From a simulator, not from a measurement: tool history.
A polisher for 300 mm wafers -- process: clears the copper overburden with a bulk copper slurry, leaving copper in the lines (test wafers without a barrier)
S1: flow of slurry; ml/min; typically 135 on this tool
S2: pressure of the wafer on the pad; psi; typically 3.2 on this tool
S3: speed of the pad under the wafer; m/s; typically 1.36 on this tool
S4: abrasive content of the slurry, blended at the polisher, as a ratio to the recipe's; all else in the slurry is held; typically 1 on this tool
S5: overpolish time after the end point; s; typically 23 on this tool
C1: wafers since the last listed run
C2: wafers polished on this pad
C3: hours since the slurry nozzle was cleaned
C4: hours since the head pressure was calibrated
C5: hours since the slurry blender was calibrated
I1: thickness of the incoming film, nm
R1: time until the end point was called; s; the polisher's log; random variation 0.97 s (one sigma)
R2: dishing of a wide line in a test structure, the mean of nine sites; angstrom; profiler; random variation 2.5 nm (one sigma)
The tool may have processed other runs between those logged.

run 1 hour=0 | S1=135 S2=3.2 S3=1.36 S4=1 S5=23 | C1=0 C2=107 C3=345.7 C4=602.4 C5=80.8 | I1=1581.9 | R1=121.4 R2=1098
run 2 hour=11.3 | S1=135 S2=3.2 S3=1.36 S4=1 S5=23 | C1=71 C2=178 C3=357 C4=613.7 C5=92.1 | I1=1559 | R1=120.7 R2=1068
run 3 hour=19.8 | S1=135 S2=3.6 S3=1.36 S4=1 S5=23 | C1=53 C2=232 C3=365.5 C4=622.2 C5=100.6 | I1=1606.2 | R1=107 R2=1191
run 4 hour=34.9 | S1=135 S2=3.6 S3=1.36 S4=1 S5=23 | C1=95 C2=328 C3=380.6 C4=637.3 C5=115.7 | I1=1618.4 | R1=112.4 R2=1156
-- hour=45.4 slurry blender recalibrated
run 5 hour=50.4 | S1=135 S2=3.6 S3=1.36 S4=1 S5=23 | C1=85 C2=414 C3=396.1 C4=652.8 C5=5 | I1=1585.1 | R1=108 R2=1194
run 6 hour=60.6 | S1=135 S2=3.2 S3=1.36 S4=1 S5=23 | C1=64 C2=479 C3=406.3 C4=663 C5=15.2 | I1=1605.5 | R1=123.5 R2=1077
-- hour=66.8 worn pad replaced by a new one
run 7 hour=76.7 | S1=155 S2=3.2 S3=1.02 S4=1 S5=23 | C1=76 C2=63 C3=422.4 C4=679.1 C5=31.3 | I1=1617.9 | R1=148.6 R2=1017
run 8 hour=90.7 | S1=135 S2=3.2 S3=1.36 S4=1 S5=23 | C1=88 C2=152 C3=436.4 C4=693.1 C5=45.3 | I1=1593.6 | R1=123.4 R2=1088
run 9 hour=103.8 | S1=135 S2=3.2 S3=1.36 S4=1 S5=23 | C1=83 C2=235 C3=449.5 C4=706.2 C5=58.4 | I1=1569.4 | R1=122.8 R2=1131
run 10 hour=112.8 | S1=135 S2=3.2 S3=1.36 S4=1.1 S5=23 | C1=57 C2=292 C3=458.5 C4=715.2 C5=67.4 | I1=1606.8 | R1=123.1 R2=1106
run 11 hour=127.7 | S1=135 S2=3.2 S3=1.36 S4=1 S5=23 | C1=94 C2=386 C3=473.4 C4=730.1 C5=82.3 | I1=1607.5 | R1=123.4 R2=1144
run 12 hour=135.3 | S1=135 S2=3.2 S3=1.36 S4=1 S5=23 | C1=48 C2=435 C3=481 C4=737.7 C5=89.9 | I1=1581.4 | R1=121 R2=1107
run 13 hour=147.6 | S1=135 S2=3.2 S3=1.36 S4=1 S5=23 | C1=78 C2=513 C3=493.3 C4=750 C5=102.2 | I1=1590.2 | R1=120.9 R2=1091
-- hour=155 worn pad replaced by a new one
-- hour=157.6 head pressure recalibrated
-- hour=165.1 slurry blender recalibrated
run 14 hour=165.6 | S1=135 S2=3.2 S3=1.64 S4=1 S5=35 | C1=63 C2=41 C3=511.3 C4=8 C5=0.5 | I1=1606.9 | R1=94.5 R2=1325
-- hour=176.1 slurry nozzle cleaned
run 15 hour=180.2 | S1=155 S2=3.2 S3=1.16 S4=1 S5=23 | C1=86 C2=128 C3=4.1 C4=22.6 C5=15.1 | I1=1580.2 | R1=118.9 R2=1141
run 16 hour=187.6 | S1=155 S2=3.2 S3=1.02 S4=1 S5=23 | C1=46 C2=175 C3=11.5 C4=30 C5=22.5 | I1=1563.4 | R1=129.8 R2=1112
run 17 hour=200.7 | S1=135 S2=2.5 S3=1.36 S4=0.9 S5=16 | C1=83 C2=258 C3=24.6 C4=43.1 C5=35.6 | I1=1585.3 | R1=142 R2=858
run 18 hour=210.5 | S1=100 S2=3.8 S3=1.36 S4=1.2 S5=30 | C1=62 C2=320 C3=34.4 C4=52.9 C5=45.4 | I1=1601.5 | R1=96.8 R2=1369
run 19 hour=223.6 | S1=135 S2=3.2 S3=1.66 S4=1 S5=23 | C1=83 C2=403 C3=47.5 C4=66 C5=58.5 | I1=1589.8 | R1=94 R2=1214
run 20 hour=231.5 | S1=115 S2=3.6 S3=1.36 S4=1 S5=29 | C1=50 C2=454 C3=55.4 C4=73.9 C5=66.4 | I1=1599.5 | R1=102 R2=1334
run 21 hour=238.1 | S1=110 S2=3.2 S3=1.16 S4=1 S5=23 | C1=41 C2=495 C3=62 C4=80.5 C5=73 | I1=1604.4 | R1=131.3 R2=1072
-- hour=245 worn pad replaced by a new one
run 22 hour=251.9 | S1=135 S2=4 S3=1.36 S4=0.75 S5=28 | C1=62 C2=43 C3=75.8 C4=94.3 C5=86.8 | I1=1595.9 | R1=93 R2=1336
run 23 hour=267.3 | S1=135 S2=3.2 S3=1.72 S4=0.9 S5=23 | C1=97 C2=141 C3=91.2 C4=109.7 C5=102.2 | I1=1570.3 | R1=95.4 R2=1217
run 24 hour=278.9 | S1=135 S2=3.2 S3=1.54 S4=1 S5=23 | C1=73 C2=215 C3=102.8 C4=121.3 C5=113.8 | I1=1597.1 | R1=101.9 R2=1196

Predict each of these 4 candidate next runs independently; none follows another, all start after run 24:
run A hour=279.4 | S1=135 S2=3.2 S3=1.36 S4=0.9 S5=23 | C1=3 C2=218 C3=103.3 C4=121.8 C5=114.3 | I1=1572.9 | R1=? R2=?
run B hour=279.4 | S1=135 S2=3.2 S3=1.22 S4=1 S5=23 | C1=3 C2=218 C3=103.3 C4=121.8 C5=114.3 | I1=1572.9 | R1=? R2=?
run C hour=279.4 | S1=150 S2=3.2 S3=1.02 S4=1.1 S5=28 | C1=3 C2=218 C3=103.3 C4=121.8 C5=114.3 | I1=1572.9 | R1=? R2=?
run D hour=279.4 | S1=135 S2=3.2 S3=1.58 S4=1 S5=23 | C1=3 C2=218 C3=103.3 C4=121.8 C5=114.3 | I1=1572.9 | R1=? R2=?

run=A R1=113.5 R2=1128
run=B R1=121.4 R2=1099
run=C R1=133.8 R2=1142
run=D R1=99.1 R2=1183
With the hidden condition removed and each run's random variation left untouched, the same runs would have given:
run=A R1=109 R2=1154
run=B R1=116.6 R2=1125
run=C R1=128.6 R2=1167
run=D R1=95.2 R2=1208
